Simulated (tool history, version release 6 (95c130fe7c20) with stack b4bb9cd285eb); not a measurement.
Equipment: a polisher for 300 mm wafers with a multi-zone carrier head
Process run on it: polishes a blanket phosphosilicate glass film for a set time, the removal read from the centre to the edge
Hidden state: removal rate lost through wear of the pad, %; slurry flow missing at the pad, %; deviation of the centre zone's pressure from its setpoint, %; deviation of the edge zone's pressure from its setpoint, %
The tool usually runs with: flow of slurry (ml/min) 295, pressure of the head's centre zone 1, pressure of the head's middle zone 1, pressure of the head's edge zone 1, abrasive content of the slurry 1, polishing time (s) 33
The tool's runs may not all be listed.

run	hour	flow of slurry (ml/min)	pressure of the head's centre zone	pressure of the head's middle zone	pressure of the head's edge zone	abrasive content of the slurry	polishing time (s)	wafers since the last listed run	wafers polished on this pad	hours since the slurry nozzle was cleaned	hours since the centre zone pressure was calibrated	hours since the edge zone pressure was calibrated	hours since the carrier head's membrane was replaced	incoming thickness of the incoming film, nm	film removed at the wafer's centre (Å)	film removed at mid-radius (Å)	film removed at the wafer's edge (Å)
1	0	295	1	0.91	1	1	33	0	1709	206.9	713	622.9	142	2720.3	1552	1479	1526
2	48.6	295	1	1	1.09	0.8	33	492	2202	255.5	761.6	671.5	190.6	2746.9	1348	1362	1358
# hour 53: worn pad replaced by a new one
# hour 62.7: edge zone pressure recalibrated
3	119.4	295	1	1	1	1.15	33	656	652	326.3	832.4	56.7	261.4	2732.6	1676	1663	1638
4	187.3	295	1	1	1	1.15	33	688	1341	394.2	900.3	124.6	329.3	2706.1	1624	1644	1587
# hour 224.8: centre zone pressure recalibrated
5	233.6	295	1	1	1	1	33	449	1790	440.5	8.8	170.9	375.6	2708.7	1495	1543	1489
6	271.5	295	1	1	1	1	33	384	2174	478.4	46.7	208.8	413.5	2769.8	1466	1520	1469
7	324	295	1	1	1	1	33	532	2706	530.9	99.2	261.3	466	2688.3	1445	1466	1438
# hour 333: slurry nozzle cleaned
# hour 335.2: worn pad replaced by a new one
8	370.2	295	1	0.96	1	0.8	33	436	355	37.2	145.4	307.5	512.2	2755.3	1447	1413	1401
9	401.1	295	0.95	1.04	1.1	0.9	33	313	668	68.1	176.3	338.4	543.1	2742.2	1446	1569	1524
10	443.5	295	1	0.96	1	0.9	33	429	1098	110.5	218.7	380.8	585.5	2739.7	1514	1490	1452
11	500.4	295	1	1	1	1	33	576	1674	167.4	275.6	437.7	642.4	2716.1	1566	1591	1524
12	556.1	295	1	1.07	0.88	1	33	564	2239	223.1	331.3	493.4	698.1	2732	1538	1602	1438
# hour 594.8: carrier head's membrane replaced by a new one
# hour 596.2: worn pad replaced by a new one
13	618.8	295	1	1	1.07	1	24	570	229	285.8	394	556.1	24	2734.4	1140	1166	1166
14	690.4	295	1	1	1	0.85	33	725	954	357.4	465.6	627.7	95.6	2752.1	1432	1450	1418
15	759.3	295	1	1	1	1	33	698	1653	426.3	534.5	696.6	164.5	2723.5	1529	1539	1483
16	795	295	0.91	1	1	1	33	361	2014	462	570.2	732.3	200.2	2705.2	1357	1534	1477
# hour 827.3: edge zone pressure recalibrated
# hour 831.5: worn pad replaced by a new one
17	863.4	375	1	1	1	1	33	632	323	530.4	638.6	36.1	268.6	2727.4	1596	1622	1561
# hour 894.1: slurry nozzle cleaned
18	925.1	295	1	1	0.88	1	33	615	938	31	700.3	97.8	330.3	2724.5	1578	1608	1500
# hour 957.8: centre zone pressure recalibrated
19	996.6	295	1	1.06	1	1	38	704	1642	102.5	38.8	169.3	401.8	2690.4	1833	1906	1764
20	1048.9	295	1	1	1	1	33	530	2172	154.8	91.1	221.6	454.1	2744.6	1564	1575	1508
21	1086.8	295	1	1	0.91	1	33	384	2557	192.7	129	259.5	492	2737	1532	1552	1457

Some steps in film removed at the wafer's centre (Å), run to run, broken into two amounts with sign: the step expected even without the hidden condition (settings, incoming material, random variation), and the rest, left for the hidden condition together with whatever gauge scatter is not in both the measured and the hidden-condition-free result:
Run 2 -> 3: pressure of the head's edge zone 1.09 -> 1, abrasive content of the slurry 0.8 -> 1.15, worn pad replaced by a new one, edge zone pressure recalibrated. film removed at the wafer's centre (Å) +328: hidden state +8, all else +320.
Run 7 -> 8: pressure of the head's middle zone 1 -> 0.96, abrasive content of the slurry 1 -> 0.8, slurry nozzle cleaned, worn pad replaced by a new one. film removed at the wafer's centre (Å) +2: hidden state +172, all else -170.
Run 12 -> 13: pressure of the head's middle zone 1.07 -> 1, pressure of the head's edge zone 0.88 -> 1.07, polishing time (s) 33 -> 24, carrier head's membrane replaced by a new one, worn pad replaced by a new one. film removed at the wafer's centre (Å) -398: hidden state +77, all else -475.
